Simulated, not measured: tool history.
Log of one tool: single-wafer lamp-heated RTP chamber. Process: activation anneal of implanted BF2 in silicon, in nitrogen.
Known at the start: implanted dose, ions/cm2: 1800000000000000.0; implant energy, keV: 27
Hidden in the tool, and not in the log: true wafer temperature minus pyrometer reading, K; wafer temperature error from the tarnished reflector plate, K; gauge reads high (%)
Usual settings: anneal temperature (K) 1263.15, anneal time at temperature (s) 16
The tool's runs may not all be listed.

| run | hour | anneal temperature (K) | anneal time at temperature (s) | wafers since the last listed run | wafers since the last pyrometer calibration | wafers since the reflector plate was cleaned | hours since the gauge calibration | read-back reference wafer on the same gauge, sheet resistance | sheet resistance of the implanted and annealed layer (ohm/square) |
|---|---|---|---|---|---|---|---|---|---|
| 1 | 0 | 1271.15 | 16 | 0 | 5246 | 2746 | 776.5 | 135.87 | 149.46 |
| 2 | 58.1 | 1271.15 | 16 | 556 | 5802 | 3302 | 834.6 | 135.99 | 149.03 |
| 3 | 153.4 | 1271.15 | 16 | 912 | 6714 | 4215 | 929.9 | 136.12 | 146.5 |
| 4 | 227.3 | 1263.15 | 16 | 707 | 7421 | 4922 | 1003.8 | 135.93 | 154.08 |
| 5 | 264.8 | 1263.15 | 16 | 358 | 7780 | 5281 | 1041.3 | 135.97 | 154.47 |
| 6 | 323.2 | 1263.15 | 16 | 559 | 8339 | 5840 | 1099.7 | 135.97 | 152.8 |
|  | 364 | pyrometer window cleaned and pyrometer calibrated |
| 7 | 386.5 | 1263.15 | 16 | 529 | 214 | 6369 | 1163 | 135.94 | 161.43 |
|  | 395.9 | gauge calibrated |
| 8 | 440.7 | 1263.15 | 16 | 518 | 733 | 6888 | 44.8 | 135.87 | 159.07 |
| 9 | 507.5 | 1292.15 | 24 | 639 | 1373 | 7527 | 111.6 | 135.96 | 121.13 |
| 10 | 548.9 | 1263.15 | 16 | 396 | 1769 | 7924 | 153 | 136.15 | 155.51 |
| 11 | 609.2 | 1292.15 | 9 | 577 | 2346 | 8501 | 213.3 | 136.02 | 137.76 |
|  | 617.3 | reflector plate cleaned |
| 12 | 681.5 | 1286.15 | 19 | 615 | 2962 | 614 | 285.6 | 136.09 | 135.17 |
| 13 | 723.3 | 1278.15 | 23 | 400 | 3362 | 1014 | 327.4 | 135.87 | 138.11 |
| 14 | 764.8 | 1263.15 | 16 | 397 | 3759 | 1411 | 368.9 | 136.08 | 161.75 |
| 15 | 866.8 | 1254.15 | 7 | 976 | 4735 | 2387 | 470.9 | 136.06 | 184.18 |
| 16 | 916.4 | 1263.15 | 16 | 474 | 5210 | 2862 | 520.5 | 136.1 | 158.94 |
| 17 | 1014.6 | 1246.15 | 22 | 939 | 6150 | 3802 | 618.7 | 136.06 | 172.45 |

Hidden state or all else? Some run-to-run changes of sheet resistance of the implanted and annealed layer (ohm/square), split into what the settings, what came in and random variation would give without the hidden state, and what is left for the hidden state (with any gauge scatter that isn't in both results):
Run 6 -> 7: pyrometer window cleaned and pyrometer calibrated. sheet resistance of the implanted and annealed layer (ohm/square) +8.63: hidden state +9.69, all else -1.06.
Run 8 -> 9: anneal temperature (K) 1263.15 -> 1292.15, anneal time at temperature (s) 16 -> 24. sheet resistance of the implanted and annealed layer (ohm/square) -37.94: hidden state +0.44, all else -38.38.
